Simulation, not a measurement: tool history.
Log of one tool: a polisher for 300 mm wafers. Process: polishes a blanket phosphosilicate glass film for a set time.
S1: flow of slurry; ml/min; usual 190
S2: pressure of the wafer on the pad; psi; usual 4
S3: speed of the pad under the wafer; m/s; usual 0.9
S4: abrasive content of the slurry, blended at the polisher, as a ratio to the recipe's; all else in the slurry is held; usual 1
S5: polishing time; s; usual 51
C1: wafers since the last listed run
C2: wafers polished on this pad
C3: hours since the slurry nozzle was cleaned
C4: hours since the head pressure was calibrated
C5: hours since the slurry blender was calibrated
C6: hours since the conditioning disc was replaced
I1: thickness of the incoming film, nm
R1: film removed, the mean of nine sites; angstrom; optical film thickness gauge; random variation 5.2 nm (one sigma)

run	hour	S1	S2	S3	S4	S5	C1	C2	C3	C4	C5	C6	I1	R1
1	0	190	4	0.9	1	63	0	885	31.4	516.1	11	193.6	2927.2	6110
2	104.4	190	4	0.9	1	63	1093	1979	135.8	620.5	115.4	298	2900.5	5400
# hour 115.3: worn pad replaced by a new one
3	119.9	190	4	0.9	1	51	120	47	151.3	636	130.9	313.5	2905.2	4407
# hour 148.2: slurry blender recalibrated
4	148.8	190	4	0.9	1	51	281	329	180.2	664.9	0.6	342.4	2940.5	4876
5	178.5	155	4	0.9	1	51	311	640	209.9	694.6	30.3	372.1	2904.7	4598
# hour 183.5: slurry nozzle cleaned
6	197.2	155	4	0.9	1	51	185	826	13.7	713.3	49	390.8	2946.3	4423
7	214.5	155	4	0.9	1	51	181	1007	31	730.6	66.3	408.1	2914.4	4481
8	236.6	190	3.5	0.9	1	51	231	1239	53.1	752.7	88.4	430.2	2933.1	3876
9	252.1	190	2.7	0.8	0.75	39	162	1401	68.6	768.2	103.9	445.7	2956.2	1848
10	264.2	190	4	0.9	1	51	126	1528	80.7	780.3	116	457.8	2956.9	4484
11	279.6	190	4	0.9	1	51	161	1689	96.1	795.7	131.4	473.2	2906.6	4506
# hour 304.8: worn pad replaced by a new one
# hour 305.8: head pressure recalibrated
# hour 312.3: conditioning disc replaced and pad reconditioned
12	313.8	250	4	0.9	1	41	285	62	130.3	8	165.6	1.5	2961	3619
# hour 333.9: slurry blender recalibrated
13	348.5	160	4	0.9	1	51	342	405	165	42.7	14.6	36.2	2941.1	4808
14	381	220	4	0.9	1	58	340	745	197.5	75.2	47.1	68.7	2977.9	5315
15	403.3	190	4	0.9	1	51	233	979	219.8	97.5	69.4	91	2966.6	4565
# hour 413.6: slurry nozzle cleaned
16	438.1	190	4	0.9	1	51	354	1333	24.5	132.3	104.2	125.8	2896.2	4558
17	455.2	215	3.2	0.62	1	62	179	1512	41.6	149.4	121.3	142.9	2985	3537
18	486	190	4	0.9	1	51	322	1835	72.4	180.2	152.1	173.7	2951.7	4431
19	501.5	155	4.6	0.9	1	46	162	1997	87.9	195.7	167.6	189.2	2942.3	4438
# hour 510.1: worn pad replaced by a new one
# hour 512.8: slurry blender recalibrated
20	532.6	155	2.9	0.66	0.8	51	262	215	119	226.8	19.8	220.3	2956	2543
21	552.9	190	2.8	0.9	1.15	58	212	427	139.3	247.1	40.1	240.6	2930.6	4019
22	565	190	4	0.9	1	34	126	554	151.4	259.2	52.2	252.7	2932.7	3067
23	578.1	160	4	0.9	1	51	137	691	164.5	272.3	65.3	265.8	2936.2	4444
24	598.2	190	4	0.9	0.75	33	210	902	184.6	292.4	85.4	285.9	2946.2	2522
25	620	190	5.1	0.74	1	51	228	1130	206.4	314.2	107.2	307.7	2913.2	5058
26	638.4	190	4	0.9	1.1	51	192	1323	224.8	332.6	125.6	326.1	2936.7	4646

Forecast each of these 3 alternatives for the next run:
A	638.8	190	4	0.9	1	62	4	1327	225.2	333	126	326.5	2906.7	?
B	638.8	190	4.7	0.9	0.75	51	4	1327	225.2	333	126	326.5	2906.7	?
C	638.8	190	4	0.9	1.25	59	4	1327	225.2	333	126	326.5	2906.7	?

run	R1
A	5345
B	4407
C	5670
Without the tool's hidden state the same runs would have given:
run	R1
A	5965
B	5000
C	6249
